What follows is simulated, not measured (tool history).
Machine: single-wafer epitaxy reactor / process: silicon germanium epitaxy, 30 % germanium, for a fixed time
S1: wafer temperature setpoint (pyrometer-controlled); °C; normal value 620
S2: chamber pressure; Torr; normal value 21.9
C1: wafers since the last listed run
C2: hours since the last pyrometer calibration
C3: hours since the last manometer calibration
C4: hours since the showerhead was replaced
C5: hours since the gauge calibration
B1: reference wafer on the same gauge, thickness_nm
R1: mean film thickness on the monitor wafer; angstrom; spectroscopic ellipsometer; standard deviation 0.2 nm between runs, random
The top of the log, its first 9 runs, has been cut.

Run 10, hour 843.1: usual settings but S1 631 °C; C1 633; C2 601.7; C3 1758.6; C4 5890.6; C5 1548.7; B1 93.641. Result: R1 920.19 angstrom.
At hour 855.7: capacitance manometer re-zeroed and calibrated.
Run 11, hour 898.0: usual settings but S1 631 °C; C1 780; C2 656.6; C3 42.3; C4 5945.5; C5 1603.6; B1 93.773. Result: R1 949.47 angstrom.
Run 12, hour 937.1: usual settings but S1 631 °C; C1 650; C2 695.7; C3 81.4; C4 5984.6; C5 1642.7; B1 93.564. Result: R1 946.71 angstrom.
At hour 948.7: gauge calibrated.
Run 13, hour 988.3: usual settings but S1 614 °C, S2 18.7 Torr; C1 851; C2 746.9; C3 132.6; C4 6035.8; C5 39.6; B1 93.564. Result: R1 675.96 angstrom.
Run 14, hour 1084.7: usual settings but S1 614 °C, S2 18.7 Torr; C1 1603; C2 843.3; C3 229.0; C4 6132.2; C5 136.0; B1 93.680. Result: R1 672.44 angstrom.
Run 15, hour 1161.9: usual settings but S1 614 °C, S2 18.7 Torr; C1 1284; C2 920.5; C3 306.2; C4 6209.4; C5 213.2; B1 93.796. Result: R1 668.38 angstrom.
Run 16, hour 1257.4: usual settings but S1 607 °C, S2 27.4 Torr; C1 1588; C2 1016.0; C3 401.7; C4 6304.9; C5 308.7; B1 93.759. Result: R1 678.21 angstrom.
Run 17, hour 1354.4: usual settings but S1 611 °C; C1 1613; C2 1113.0; C3 498.7; C4 6401.9; C5 405.7; B1 93.648. Result: R1 664.81 angstrom.
Run 18, hour 1396.1: usual settings but S1 627 °C, S2 26.0 Torr; C1 693; C2 1154.7; C3 540.4; C4 6443.6; C5 447.4; B1 93.670. Result: R1 924.53 angstrom.
Run 19, hour 1465.4: usual settings but S2 26.2 Torr; C1 1152; C2 1224.0; C3 609.7; C4 6512.9; C5 516.7; B1 93.645. Result: R1 825.69 angstrom.
Run 20, hour 1562.5: usual settings; C1 1615; C2 1321.1; C3 706.8; C4 6610.0; C5 613.8; B1 93.666. Result: R1 765.89 angstrom.
Run 21, hour 1615.9: usual settings; C1 888; C2 1374.5; C3 760.2; C4 6663.4; C5 667.2; B1 93.733. Result: R1 773.28 angstrom.
Run 22, hour 1707.4: usual settings; C1 1522; C2 1466.0; C3 851.7; C4 6754.9; C5 758.7; B1 93.676. Result: R1 767.33 angstrom.
At hour 1720.8: showerhead replaced.
At hour 1727.0: pyrometer calibrated.
Run 23, hour 1779.7: usual settings but S2 23.7 Torr; C1 966; C2 52.7; C3 924.0; C4 58.9; C5 831.0; B1 93.690. Result: R1 812.01 angstrom.
Run 24, hour 1841.6: usual settings but S1 624 °C, S2 20.3 Torr; C1 1029; C2 114.6; C3 985.9; C4 120.8; C5 892.9; B1 93.673. Result: R1 811.77 angstrom.
Run 25, hour 1910.2: usual settings but S2 23.5 Torr; C1 1141; C2 183.2; C3 1054.5; C4 189.4; C5 961.5; B1 93.842. Result: R1 804.81 angstrom.
Run 26, hour 1984.5: usual settings; C1 1236; C2 257.5; C3 1128.8; C4 263.7; C5 1035.8; B1 93.769. Result: R1 779.17 angstrom.
Run 27, hour 2080.5: usual settings; C1 1597; C2 353.5; C3 1224.8; C4 359.7; C5 1131.8; B1 93.755. Result: R1 778.81 angstrom.
Run 28, hour 2129.1: usual settings but S1 625 °C, S2 19.7 Torr; C1 808; C2 402.1; C3 1273.4; C4 408.3; C5 1180.4; B1 93.691. Result: R1 815.84 angstrom.
Run 29, hour 2176.4: usual settings but S1 608 °C, S2 26.8 Torr; C1 786; C2 449.4; C3 1320.7; C4 455.6; C5 1227.7; B1 93.753. Result: R1 684.45 angstrom.
Run 30, hour 2254.0: usual settings; C1 1291; C2 527.0; C3 1398.3; C4 533.2; C5 1305.3; B1 93.607. Result: R1 778.33 angstrom.

Predict each of these 4 candidate next runs independently; none follows another, all start after run 30:
Run A, hour 2254.4: usual settings but S2 16.7 Torr; C1 6; C2 527.4; C3 1398.7; C4 533.6; C5 1305.7; B1 ?. Result: R1 ?.
Run B, hour 2254.4: usual settings but S1 608 °C, S2 25.8 Torr; C1 6; C2 527.4; C3 1398.7; C4 533.6; C5 1305.7; B1 ?. Result: R1 ?.
Run C, hour 2254.4: usual settings but S2 24.8 Torr; C1 6; C2 527.4; C3 1398.7; C4 533.6; C5 1305.7; B1 ?. Result: R1 ?.
Run D, hour 2254.4: usual settings but S1 627 °C, S2 26.9 Torr; C1 6; C2 527.4; C3 1398.7; C4 533.6; C5 1305.7; B1 ?. Result: R1 ?.

run      B1      R1
  A  93.663  704.26
  B  93.663  672.74
  C  93.663  810.21
  D  93.663  935.73
Stripped of hidden state, with their random variation kept, the same runs would have yielded:
run      R1
  A  729.17
  B  696.64
  C  838.86
  D  968.72

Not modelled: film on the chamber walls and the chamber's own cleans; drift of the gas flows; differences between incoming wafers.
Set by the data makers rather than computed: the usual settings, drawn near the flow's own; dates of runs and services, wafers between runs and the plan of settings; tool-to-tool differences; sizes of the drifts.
